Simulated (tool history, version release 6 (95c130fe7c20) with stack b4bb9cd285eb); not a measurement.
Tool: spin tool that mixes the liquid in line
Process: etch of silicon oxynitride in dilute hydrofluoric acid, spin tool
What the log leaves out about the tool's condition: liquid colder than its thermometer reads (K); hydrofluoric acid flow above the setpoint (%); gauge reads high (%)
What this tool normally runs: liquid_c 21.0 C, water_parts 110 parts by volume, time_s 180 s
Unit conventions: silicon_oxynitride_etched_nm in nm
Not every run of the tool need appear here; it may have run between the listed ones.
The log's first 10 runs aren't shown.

run,hour,liquid_c,water_parts,time_s,wafers since the last listed run,hours since the thermometer was replaced,hours since the hydrofluoric acid flow meter was replaced,hours since the gauge calibration,"read-back film thickness of the silicon oxynitride reference wafer, read on the same gauge (nm)",silicon_oxynitride_etched_nm
# hour 920.8: hydrofluoric acid flow meter replaced
11,942.1,21.0,110,130,1095,2021.0,21.3,300.8,109.99,4.59
12,984.0,25.0,135,180,184,2062.9,63.2,342.7,109.98,6.01
13,1067.8,24.5,110,135,368,2146.7,147.0,426.5,110.00,5.53
14,1120.9,18.0,110,180,233,2199.8,200.1,479.6,109.98,5.44
# hour 1298.5: thermometer replaced
15,1361.9,21.0,110,180,1055,63.4,441.1,720.6,110.00,6.41
16,1438.5,17.0,155,140,337,140.0,517.7,797.2,109.99,2.77
17,1503.4,19.5,65,180,285,204.9,582.6,862.1,109.98,10.34
18,1558.0,21.0,140,70,240,259.5,637.2,916.7,109.99,1.89
19,1609.9,17.0,135,150,228,311.4,689.1,968.6,110.01,3.46
20,1714.3,21.0,110,180,459,415.8,793.5,1073.0,109.99,6.26
21,1820.2,19.0,135,275,465,521.7,899.4,1178.9,110.00,7.01
22,1857.4,21.0,110,285,163,558.9,936.6,1216.1,110.02,9.90
23,1910.7,21.0,110,180,234,612.2,989.9,1269.4,110.01,6.29
24,1998.9,21.0,135,180,388,700.4,1078.1,1357.6,110.00,5.06
# hour 2006.6: hydrofluoric acid flow meter replaced
25,2036.8,21.0,110,270,162,738.3,30.2,1395.5,110.00,9.54
26,2128.6,21.0,110,180,403,830.1,122.0,1487.3,110.00,6.34
27,2379.7,24.0,150,180,1104,1081.2,373.1,1738.4,110.00,5.18
28,2442.9,25.5,110,180,278,1144.4,436.3,1801.6,109.99,7.89
29,2545.8,17.0,135,95,452,1247.3,539.2,1904.5,110.01,2.23
30,2611.0,21.0,110,180,286,1312.5,604.4,1969.7,109.98,6.35
31,2651.8,17.0,110,290,179,1353.3,645.2,2010.5,110.00,8.35
32,2730.8,21.0,110,180,347,1432.3,724.2,2089.5,110.00,6.29

Each row is a separate what-if for the run after 32, all from the same tool condition, not one after another. Results?
A,2731.3,21.0,110,265,2,1432.8,724.7,2090.0,?,?
B,2731.3,17.5,135,180,2,1432.8,724.7,2090.0,?,?
C,2731.3,22.5,70,180,2,1432.8,724.7,2090.0,?,?
D,2731.3,17.0,155,270,2,1432.8,724.7,2090.0,?,?
E,2731.3,17.0,150,280,2,1432.8,724.7,2090.0,?,?

run,"read-back film thickness of the silicon oxynitride reference wafer, read on the same gauge (nm)",silicon_oxynitride_etched_nm
A,110.01,9.39
B,110.01,4.31
C,110.01,11.12
D,110.01,5.43
E,110.01,5.83
Had the tool no hidden state, the same runs would have come out as:
run,silicon_oxynitride_etched_nm
A,9.39
B,4.31
C,11.12
D,5.43
E,5.83

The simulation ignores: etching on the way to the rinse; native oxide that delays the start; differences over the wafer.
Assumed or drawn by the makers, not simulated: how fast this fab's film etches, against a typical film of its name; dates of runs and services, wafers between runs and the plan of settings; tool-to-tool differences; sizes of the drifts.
